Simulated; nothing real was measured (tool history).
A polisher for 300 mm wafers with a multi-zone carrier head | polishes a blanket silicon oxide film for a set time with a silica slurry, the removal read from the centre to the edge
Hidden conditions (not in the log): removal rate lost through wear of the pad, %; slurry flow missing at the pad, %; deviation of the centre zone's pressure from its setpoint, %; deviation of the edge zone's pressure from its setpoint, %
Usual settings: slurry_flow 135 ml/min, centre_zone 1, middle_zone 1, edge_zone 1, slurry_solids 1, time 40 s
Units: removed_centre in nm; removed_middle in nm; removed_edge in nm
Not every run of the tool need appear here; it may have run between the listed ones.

run,hour,slurry_flow,centre_zone,middle_zone,edge_zone,slurry_solids,time,wafers since the last listed run,wafers polished on this pad,hours since the slurry nozzle was cleaned,hours since the centre zone pressure was calibrated,hours since the edge zone pressure was calibrated,hours since the carrier head's membrane was replaced,"incoming thickness of the incoming film, nm",removed_centre,removed_middle,removed_edge
1,0,120,1,1,1,0.8,40,0,1146,522.2,142.1,136.7,254,1694.4,79.6,83.8,80.5
2,36.4,120,1,1,1,0.8,40,550,1697,558.6,178.5,173.1,290.4,1681.3,79,82,79.6
3,70.6,135,1,1,1,1,40,517,2214,592.8,212.7,207.3,324.6,1677.3,91.4,94.3,93.3
4,123.7,135,1,1,1,1,40,803,3018,645.9,265.8,260.4,377.7,1687,90,93.1,90.8
# hour 135.1: slurry nozzle cleaned
5,185.9,135,1,1,0.91,1,40,926,3944,50.8,328,322.6,439.9,1665.2,90.5,93.4,89.3
6,245.3,155,1,1,1,1,33,898,4843,110.2,387.4,382,499.3,1695.2,76.7,80.4,78.6
7,300.4,135,1,1,1,1,40,833,5677,165.3,442.5,437.1,554.4,1666.4,89.7,92.6,93.2
# hour 358.3: worn pad replaced by a new one
8,359,135,1,1,1,1,30,826,10,223.9,501.1,495.7,613,1660,67.3,70,69.2
# hour 381.6: edge zone pressure recalibrated
# hour 415.3: centre zone pressure recalibrated
9,424.9,135,1,1,1.11,0.75,45,936,946,289.8,9.6,43.3,678.9,1655,90.2,92.7,94.1
10,457.3,135,1,1,1,1,40,490,1437,322.2,42,75.7,711.3,1698.1,91.5,93.5,92.2
11,499.6,135,1,1,1.08,1,40,640,2077,364.5,84.3,118,753.6,1679,90.2,93.2,93.3
12,564.1,135,1,1,1.07,1,40,976,3053,429,148.8,182.5,818.1,1689.1,90.9,93.6,97.2
# hour 620.2: carrier head's membrane replaced by a new one
13,620.7,175,0.97,1,1,1.25,40,780,3834,485.6,205.4,239.1,0.5,1682.5,103.3,107.6,106.7
14,646.2,135,1,1,1,1,40,385,4220,511.1,230.9,264.6,26,1679.7,89.6,92.7,92.9
15,692,135,1.11,1,1.06,1.2,46,693,4913,556.9,276.7,310.4,71.8,1672.6,122.6,116.4,115.1
# hour 717.3: worn pad replaced by a new one
# hour 733.6: slurry nozzle cleaned
16,752.8,135,1,1,1,1.25,40,844,521,19.2,337.5,371.2,132.6,1660.3,98,103.6,103.1
17,815.4,135,1,1,1,1,40,947,1469,81.8,400.1,433.8,195.2,1693.3,89.5,92.9,93.1
# hour 841.1: edge zone pressure recalibrated
18,874.9,125,1,0.91,1.05,1,40,870,2339,141.3,459.6,33.8,254.7,1688.7,87.8,85.1,92.2
19,911.1,135,1,1,1,1,40,547,2887,177.5,495.8,70,290.9,1689.9,89,94.2,91.3
20,958.6,135,0.93,1,1.11,0.75,33,718,3606,225,543.3,117.5,338.4,1675.5,60.2,67.3,68.9
# hour 1102.6: worn pad replaced by a new one
# hour 1103: centre zone pressure recalibrated
21,1145.4,105,0.92,1,1,1,51,2759,641,411.8,42.4,304.3,525.2,1710.5,100.4,110.7,110.7

What if the next run were any one of these 4? Each begins from the tool's condition after run 21:
A,1145.8,135,1,1.06,1,1,40,6,647,412.2,42.8,304.7,525.6,1692.8,?,?,?
B,1145.8,135,1,1,1.11,1,46,6,647,412.2,42.8,304.7,525.6,1692.8,?,?,?
C,1145.8,100,1.12,1,1,1.15,47,6,647,412.2,42.8,304.7,525.6,1692.8,?,?,?
D,1145.8,165,1.06,1.1,1,1,33,6,647,412.2,42.8,304.7,525.6,1692.8,?,?,?

run,removed_centre,removed_middle,removed_edge
A,90.2,98.9,91.4
B,103.7,108.2,110
C,112.7,107.8,107.5
D,82.1,87.8,77.6
With no hidden state in the tool, these same runs would have given:
run,removed_centre,removed_middle,removed_edge
A,90.2,98.9,91.4
B,103.7,108.2,110
C,112.7,107.8,107.5
D,82.1,87.8,77.6
